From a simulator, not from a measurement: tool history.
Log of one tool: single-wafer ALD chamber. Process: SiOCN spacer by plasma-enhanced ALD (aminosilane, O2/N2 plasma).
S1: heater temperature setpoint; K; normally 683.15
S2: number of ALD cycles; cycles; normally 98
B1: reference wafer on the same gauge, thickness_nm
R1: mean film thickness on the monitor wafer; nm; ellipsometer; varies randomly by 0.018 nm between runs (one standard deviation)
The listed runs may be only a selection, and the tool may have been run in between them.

run 1 hour=0 | S1=683.15 S2=98 | B1=4.833 | R1=5.726
run 2 hour=44.3 | S1=683.15 S2=98 | B1=4.839 | R1=5.756
run 3 hour=89.2 | S1=683.15 S2=98 | B1=4.842 | R1=5.718
run 4 hour=151.3 | S1=683.15 S2=98 | B1=4.842 | R1=5.722
run 5 hour=176.4 | S1=683.15 S2=98 | B1=4.845 | R1=5.766
run 6 hour=219.4 | S1=683.15 S2=98 | B1=4.839 | R1=5.76
run 7 hour=255.8 | S1=688.15 S2=98 | B1=4.834 | R1=5.647
run 8 hour=319.6 | S1=688.15 S2=98 | B1=4.846 | R1=5.657
run 9 hour=470.7 | S1=677.15 S2=109 | B1=4.84 | R1=6.518
run 10 hour=525.7 | S1=677.15 S2=109 | B1=4.843 | R1=6.476
run 11 hour=555.4 | S1=677.15 S2=109 | B1=4.84 | R1=6.478
run 12 hour=579.5 | S1=677.15 S2=98 | B1=4.841 | R1=5.845
-- hour=624.2 thermocouple changed; heater temperature recalibrated
run 13 hour=639.2 | S1=677.15 S2=98 | B1=4.841 | R1=5.772
run 14 hour=685.3 | S1=683.15 S2=106 | B1=4.838 | R1=6.134
run 15 hour=897.6 | S1=683.15 S2=106 | B1=4.841 | R1=6.158
run 16 hour=938.2 | S1=669.15 S2=116 | B1=4.845 | R1=6.894
run 17 hour=979.9 | S1=683.15 S2=98 | B1=4.848 | R1=5.71
run 18 hour=1008.2 | S1=683.15 S2=81 | B1=4.838 | R1=4.729
-- hour=1038.4 gauge calibrated
run 19 hour=1061.3 | S1=683.15 S2=98 | B1=4.838 | R1=5.696
run 20 hour=1085.7 | S1=679.15 S2=88 | B1=4.839 | R1=5.191
run 21 hour=1126.9 | S1=676.15 S2=107 | B1=4.842 | R1=6.374
run 22 hour=1167 | S1=670.15 S2=90 | B1=4.835 | R1=5.382
run 23 hour=1208.5 | S1=672.15 S2=85 | B1=4.837 | R1=5.08
run 24 hour=1276.2 | S1=695.15 S2=93 | B1=4.835 | R1=5.27
run 25 hour=1344.6 | S1=683.15 S2=106 | B1=4.844 | R1=6.198
run 26 hour=1399 | S1=695.15 S2=85 | B1=4.843 | R1=4.781
run 27 hour=1426.1 | S1=683.15 S2=98 | B1=4.836 | R1=5.717
run 28 hour=1452 | S1=683.15 S2=81 | B1=4.841 | R1=4.734
run 29 hour=1505.7 | S1=677.15 S2=112 | B1=4.845 | R1=6.665
run 30 hour=1573.9 | S1=690.15 S2=90 | B1=4.847 | R1=5.175

Consider 3 possible next runs. They are alternatives, not a sequence: every one starts from the tool as it was left by run 30. What does each give?
run A hour=1574.5 | S1=683.15 S2=98 | B1=? | R1=?
run B hour=1574.5 | S1=676.15 S2=106 | B1=? | R1=?
run C hour=1574.5 | S1=675.15 S2=107 | B1=? | R1=?

run=A B1=4.841 R1=5.725
run=B B1=4.841 R1=6.297
run=C B1=4.841 R1=6.356
With no hidden state in the tool, these same runs would have given:
run=A R1=5.647
run=B R1=6.224
run=C R1=6.3
